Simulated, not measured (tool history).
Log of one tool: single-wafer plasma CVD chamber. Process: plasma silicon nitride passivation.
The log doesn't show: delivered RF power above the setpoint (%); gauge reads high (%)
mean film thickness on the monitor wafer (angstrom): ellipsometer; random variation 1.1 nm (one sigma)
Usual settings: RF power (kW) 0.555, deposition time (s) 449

| run | hour | RF power (kW) | deposition time (s) | wafers since the last listed run | hours since the last RF generator calibration | hours since the showerhead was replaced | hours since the gauge calibration | read-back reference wafer on the same gauge, thickness_nm | mean film thickness on the monitor wafer (angstrom) |
|---|---|---|---|---|---|---|---|---|---|
| 1 | 0 | 0.555 | 449 | 0 | 1912.6 | 2040.4 | 435.6 | 821.911 | 7043.83 |
| 2 | 27 | 0.555 | 500 | 78 | 1939.6 | 2067.4 | 462.6 | 821.844 | 7843.91 |
| 3 | 87.2 | 0.555 | 401 | 174 | 1999.8 | 2127.6 | 522.8 | 821.975 | 6278.88 |
| 4 | 142.2 | 0.555 | 401 | 158 | 2054.8 | 2182.6 | 577.8 | 821.833 | 6272.95 |
| 5 | 195.1 | 0.555 | 449 | 152 | 2107.7 | 2235.5 | 630.7 | 821.991 | 7003.31 |
| 6 | 239.4 | 0.555 | 449 | 128 | 2152 | 2279.8 | 675 | 822.084 | 7017.33 |
| 7 | 273.9 | 0.555 | 449 | 99 | 2186.5 | 2314.3 | 709.5 | 822.362 | 6984.98 |
|  | 286.6 | showerhead replaced |
|  | 290.3 | gauge calibrated |
| 8 | 309.6 | 0.655 | 537 | 80 | 2222.2 | 23 | 19.3 | 821.698 | 8744.69 |
| 9 | 380.1 | 0.555 | 449 | 203 | 2292.7 | 93.5 | 89.8 | 821.916 | 7002.07 |
| 10 | 448.5 | 0.555 | 449 | 197 | 2361.1 | 161.9 | 158.2 | 821.685 | 6986.7 |
| 11 | 472.7 | 0.62 | 390 | 69 | 2385.3 | 186.1 | 182.4 | 821.765 | 6254.81 |
| 12 | 528 | 0.62 | 390 | 159 | 2440.6 | 241.4 | 237.7 | 822.428 | 6236.93 |
|  | 540.2 | RF generator calibrated |
| 13 | 595.1 | 0.585 | 380 | 170 | 54.9 | 308.5 | 304.8 | 821.907 | 6138.84 |
| 14 | 627.4 | 0.465 | 407 | 93 | 87.2 | 340.8 | 337.1 | 821.796 | 6181.31 |
| 15 | 682.5 | 0.555 | 505 | 159 | 142.3 | 395.9 | 392.2 | 822.162 | 8027.45 |

How the hidden state differs across the entries between the runs, from the last listed run before each to the first after it:
Between runs 7 and 8: showerhead replaced (hour 286.6); gauge calibrated (hour 290.3)
  delivered RF power above the setpoint (%): -7.92 -> -8.17
  measured less the result without the state, mean film thickness on the monitor wafer (angstrom): -152.41 -> -197.07
Between runs 12 and 13: RF generator calibrated (hour 540.2)
  delivered RF power above the setpoint (%): -9.77 -> -0.588
  measured less the result without the state, mean film thickness on the monitor wafer (angstrom): -169.77 -> -9.53

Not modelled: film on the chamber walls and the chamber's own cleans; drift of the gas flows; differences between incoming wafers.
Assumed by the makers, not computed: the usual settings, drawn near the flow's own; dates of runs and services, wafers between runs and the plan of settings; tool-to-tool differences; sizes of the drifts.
